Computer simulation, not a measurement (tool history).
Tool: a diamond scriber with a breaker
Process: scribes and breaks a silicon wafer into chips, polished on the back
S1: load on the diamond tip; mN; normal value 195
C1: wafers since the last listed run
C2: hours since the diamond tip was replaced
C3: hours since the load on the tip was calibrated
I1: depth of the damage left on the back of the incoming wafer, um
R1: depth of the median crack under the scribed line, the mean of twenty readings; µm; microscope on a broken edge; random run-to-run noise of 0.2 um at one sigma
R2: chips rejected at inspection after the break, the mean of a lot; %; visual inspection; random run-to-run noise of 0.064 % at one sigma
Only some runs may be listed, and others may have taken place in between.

{"run": 1, "hour": 0.0, "S1": 175, "C1": 0, "C2": 446.9, "C3": 1213.6, "I1": 0.04, "R1": 7.99, "R2": 9.61}
{"run": 2, "hour": 16.6, "S1": 175, "C1": 25, "C2": 463.5, "C3": 1230.2, "I1": 0.05, "R1": 8.12, "R2": 9.57}
{"run": 3, "hour": 28.5, "S1": 175, "C1": 18, "C2": 475.4, "C3": 1242.1, "I1": 0.03, "R1": 8.11, "R2": 9.58}
{"run": 4, "hour": 35.1, "S1": 172, "C1": 10, "C2": 482, "C3": 1248.7, "I1": 0.04, "R1": 8.35, "R2": 10.46}
{"run": 5, "hour": 50.5, "S1": 172, "C1": 23, "C2": 497.4, "C3": 1264.1, "I1": 0.01, "R1": 7.76, "R2": 10.87}
{"run": 6, "hour": 61.6, "S1": 172, "C1": 17, "C2": 508.5, "C3": 1275.2, "I1": 0.03, "R1": 7.79, "R2": 11.44}
{"run": 7, "hour": 78.4, "S1": 237, "C1": 26, "C2": 525.3, "C3": 1292, "I1": 0.05, "R1": 9.87, "R2": 1.44}
{"run": 8, "hour": 90.8, "S1": 237, "C1": 19, "C2": 537.7, "C3": 1304.4, "I1": 0.02, "R1": 9.87, "R2": 1.59}
{"run": 9, "hour": 113.8, "S1": 162, "C1": 35, "C2": 560.7, "C3": 1327.4, "I1": 0.02, "R1": 7.52, "R2": 17.34}
{"hour": 117.6, "done": "load on the tip recalibrated"}
{"run": 10, "hour": 121.8, "S1": 162, "C1": 9, "C2": 568.7, "C3": 4.2, "I1": 0.02, "R1": 7.34, "R2": 19.29}
{"run": 11, "hour": 133.0, "S1": 162, "C1": 17, "C2": 579.9, "C3": 15.4, "I1": 0.05, "R1": 7.4, "R2": 16.44}
{"run": 12, "hour": 141.6, "S1": 195, "C1": 13, "C2": 588.5, "C3": 24, "I1": 0.03, "R1": 8.59, "R2": 7.37}
{"run": 13, "hour": 147.8, "S1": 151, "C1": 9, "C2": 594.7, "C3": 30.2, "I1": 0.02, "R1": 7.2, "R2": 22.42}
{"hour": 155.4, "done": "diamond tip replaced by a new one"}
{"run": 14, "hour": 155.9, "S1": 238, "C1": 9, "C2": 0.5, "C3": 38.3, "I1": 0.01, "R1": 11.73, "R2": 4.47}
{"run": 15, "hour": 171.0, "S1": 172, "C1": 23, "C2": 15.6, "C3": 53.4, "I1": 0.02, "R1": 8.81, "R2": 3.14}
{"run": 16, "hour": 188.5, "S1": 168, "C1": 27, "C2": 33.1, "C3": 70.9, "I1": 0.04, "R1": 8.88, "R2": 4.28}
{"run": 17, "hour": 203.5, "S1": 223, "C1": 23, "C2": 48.1, "C3": 85.9, "I1": 0.02, "R1": 10.88, "R2": 2.24}
{"run": 18, "hour": 213.2, "S1": 177, "C1": 15, "C2": 57.8, "C3": 95.6, "I1": 0.03, "R1": 8.9, "R2": 3.02}
{"run": 19, "hour": 229.6, "S1": 227, "C1": 25, "C2": 74.2, "C3": 112, "I1": 0.04, "R1": 10.61, "R2": 2.53}
{"run": 20, "hour": 247.4, "S1": 195, "C1": 27, "C2": 92, "C3": 129.8, "I1": 0.04, "R1": 9.94, "R2": 1.6}
{"run": 21, "hour": 261.2, "S1": 195, "C1": 21, "C2": 105.8, "C3": 143.6, "I1": 0.03, "R1": 9.86, "R2": 1.71}
{"run": 22, "hour": 267.4, "S1": 142, "C1": 9, "C2": 112, "C3": 149.8, "I1": 0.04, "R1": 8.08, "R2": 13.12}
{"run": 23, "hour": 273.6, "S1": 195, "C1": 9, "C2": 118.2, "C3": 156, "I1": 0.04, "R1": 9.94, "R2": 1.68}

Forecast run 24:
{"run": 24, "hour": 283.9, "S1": 163, "C1": 15, "C2": 128.5, "C3": 166.3, "I1": 0.03, "R1": "?", "R2": "?"}

R1: 8.64 µm
R2: 6.96 %
With no hidden state in the tool, this same run would have given R1 9.06 µm, R2 4.42 %.
